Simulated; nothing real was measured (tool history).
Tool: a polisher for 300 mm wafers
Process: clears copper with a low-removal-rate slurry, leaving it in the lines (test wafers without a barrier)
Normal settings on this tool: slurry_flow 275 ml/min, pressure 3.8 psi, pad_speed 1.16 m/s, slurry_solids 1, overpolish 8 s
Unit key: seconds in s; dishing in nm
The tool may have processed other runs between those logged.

run,day,slurry_flow,pressure,pad_speed,slurry_solids,overpolish,wafers since the last listed run,wafers polished on this pad,hours since the slurry nozzle was cleaned,hours since the head pressure was calibrated,hours since the slurry blender was calibrated,"incoming thickness of the incoming film, nm",seconds,dishing
1,0,275,3.8,1.16,1,8,0,557,544.4,1376.6,423.1,421.1,109.1,21.1
2,0.683,275,3.8,1.16,1.2,8,114,672,560.8,1393,439.5,417.8,97.3,21.7
# day 1.371: worn pad replaced by a new one
3,1.392,275,3.8,1.16,1.2,8,90,3,577.8,1410,456.5,419.9,100.4,21.9
4,1.958,275,3.8,1.16,1.2,8,94,98,591.4,1423.6,470.1,422.2,101.4,21.8
# day 2.558: slurry blender recalibrated
5,2.588,275,3.8,1.16,1,8,91,190,606.5,1438.7,0.7,420.8,96.8,22.8
6,3.012,275,3.8,1.16,1,8,71,261,616.7,1448.9,10.9,411,91.9,22.8
# day 3.262: slurry nozzle cleaned
7,3.296,275,3.8,1.16,1,8,40,301,0.8,1455.7,17.7,413.8,96.6,22.7
8,3.712,275,3.8,0.94,1.25,8,69,371,10.8,1465.7,27.7,415.2,110.1,19.7
# day 4.179: head pressure recalibrated
9,4.2,275,3.8,1.16,1,10,67,439,22.5,0.5,39.4,410.8,95.6,27.1
10,4.742,275,3.8,1.16,1.25,12,90,530,35.5,13.5,52.4,409.4,89.1,33.7
11,5.425,305,3.3,1.46,0.85,8,114,644,51.9,29.9,68.8,411,91.1,23.4
# day 6.062: worn pad replaced by a new one
12,6.083,275,3.8,1.16,1,8,82,3,67.7,45.7,84.6,412,96.4,21.6
13,6.338,275,3.8,0.9,1,8,42,45,73.8,51.8,90.7,420.4,130.8,17.5
14,6.667,275,3.8,1.16,1,8,55,100,81.7,59.7,98.6,413.8,97,21.6
15,7.075,240,3.8,1.16,0.85,12,68,169,91.5,69.5,108.4,414.7,106.5,29.1
16,7.804,275,3.8,1.16,1,8,122,291,109,87,125.9,418.1,100.2,21.8
17,8.062,335,2.6,1.04,1,8,43,334,115.2,93.2,132.1,419.5,141.5,15.7
18,8.388,275,3.8,1.48,1.15,8,54,389,123,101,139.9,420.3,74.2,27.8
19,8.721,275,3.8,1.16,1,8,55,445,131,109,147.9,412.6,99.3,21.6
20,9.358,340,3.8,1.16,1,10,106,552,146.3,124.3,163.2,413.5,100.7,26.7
21,10.083,275,3.2,1.16,1,8,121,673,163.7,141.7,180.6,416.8,113,19.4
# day 10.671: worn pad replaced by a new one
22,10.692,315,3.8,1.16,0.9,8,74,3,178.3,156.3,195.2,410.9,105,20.7
23,11.383,345,4.7,1.3,1,8,115,119,194.9,172.9,211.8,417.1,77.4,27.7
24,11.654,275,3.8,1.16,1,8,45,164,201.4,179.4,218.3,415.9,102.2,21.4
25,12.308,320,3.8,1.16,1,9,109,274,217.1,195.1,234,419.4,100.5,23.7
26,12.829,235,4.6,1.16,1.3,8,87,361,229.6,207.6,246.5,413.3,82.9,25.5
27,13.371,275,3.1,0.84,1.2,5,90,452,242.6,220.6,259.5,412.8,156.7,9.2
28,13.688,195,4.5,1.16,1.2,4,53,505,250.2,228.2,267.1,412.4,86.3,12.8

Consider 5 possible next runs. They are alternatives, not a sequence: every one starts from the tool as it was left by run 28. What does each give?
A,13.708,340,3.8,1.16,1,8,3,508,250.7,228.7,267.6,412,?,?
B,13.708,275,3.8,0.82,1.1,8,3,508,250.7,228.7,267.6,412,?,?
C,13.708,275,3.8,1.16,1.25,8,3,508,250.7,228.7,267.6,412,?,?
D,13.708,305,3.5,1.42,1,6,3,508,250.7,228.7,267.6,412,?,?
E,13.708,275,3.8,1.38,1,8,3,508,250.7,228.7,267.6,412,?,?

run,seconds,dishing
A,103.2,21.2
B,143.3,15.8
C,97.5,22.4
D,90.1,18.5
E,87.8,24.5
What these runs would have given with no unlogged condition in the tool:
run,seconds,dishing
A,93.7,23.1
B,130,17.2
C,88.2,24.4
D,81.8,20.2
E,79.7,26.6
